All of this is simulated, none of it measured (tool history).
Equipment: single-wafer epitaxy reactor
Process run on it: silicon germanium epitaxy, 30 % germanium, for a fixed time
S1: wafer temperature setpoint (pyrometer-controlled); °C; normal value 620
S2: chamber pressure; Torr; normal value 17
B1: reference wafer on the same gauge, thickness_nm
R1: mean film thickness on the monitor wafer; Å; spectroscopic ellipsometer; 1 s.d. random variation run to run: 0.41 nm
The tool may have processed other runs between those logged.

Run 1, hour 0: usual settings; B1 80.766. Result: R1 818.19 Å.
Run 2, hour 23.8: usual settings; B1 80.823. Result: R1 812.24 Å.
Run 3, hour 47: usual settings; B1 80.861. Result: R1 810.14 Å.
Run 4, hour 64.9: usual settings but S1 617 °C; B1 80.77. Result: R1 754.22 Å.
Run 5, hour 78.8: usual settings; B1 80.958. Result: R1 812.34 Å.
Run 6, hour 102.7: usual settings; B1 80.764. Result: R1 808.59 Å.
Run 7, hour 128.8: usual settings; B1 80.829. Result: R1 806.98 Å.
Run 8, hour 157.9: usual settings but S1 612 °C; B1 80.772. Result: R1 687.34 Å.
Run 9, hour 173.2: usual settings; B1 80.781. Result: R1 805.38 Å.
Run 10, hour 208.6: usual settings; B1 80.88. Result: R1 797.67 Å.
Run 11, hour 244: usual settings; B1 80.858. Result: R1 812.48 Å.
Run 12, hour 274.9: usual settings; B1 80.74. Result: R1 803.48 Å.
Run 13, hour 290.2: usual settings; B1 80.909. Result: R1 801.94 Å.
Run 14, hour 306: usual settings but S1 631 °C; B1 80.651. Result: R1 1006.32 Å.
At hour 349.8: showerhead replaced.
Run 15, hour 350.3: usual settings but S1 611 °C, S2 19.2 Torr; B1 80.682. Result: R1 714.56 Å.
Run 16, hour 361.8: usual settings; B1 80.861. Result: R1 809.81 Å.
At hour 405.4: pyrometer calibrated.
Run 17, hour 450.3: usual settings; B1 80.831. Result: R1 805.14 Å.
Run 18, hour 469.9: usual settings but S1 614 °C; B1 80.755. Result: R1 714.63 Å.
At hour 504: capacitance manometer re-zeroed and calibrated.
Run 19, hour 504.5: usual settings; B1 80.824. Result: R1 808.72 Å.
Run 20, hour 517.1: usual settings but S1 608 °C, S2 19.3 Torr; B1 80.686. Result: R1 678 Å.
Run 21, hour 548.7: usual settings but S1 626 °C, S2 12.8 Torr; B1 80.819. Result: R1 779.06 Å.
Run 22, hour 561.3: usual settings; B1 80.654. Result: R1 803.63 Å.
At hour 566.5: gauge calibrated.
Run 23, hour 588.2: usual settings; B1 80.697. Result: R1 814.64 Å.
Run 24, hour 616.4: usual settings but S2 19 Torr; B1 80.855. Result: R1 859.36 Å.

For run 25, what comes out?
Run 25, hour 634.9: usual settings; B1 ?. Result: R1 ?.

B1: 80.888
R1: 812.65 Å
Take away the tool's hidden state, keep the run-to-run variation as it was, and the same run would have given R1 812.65 Å.
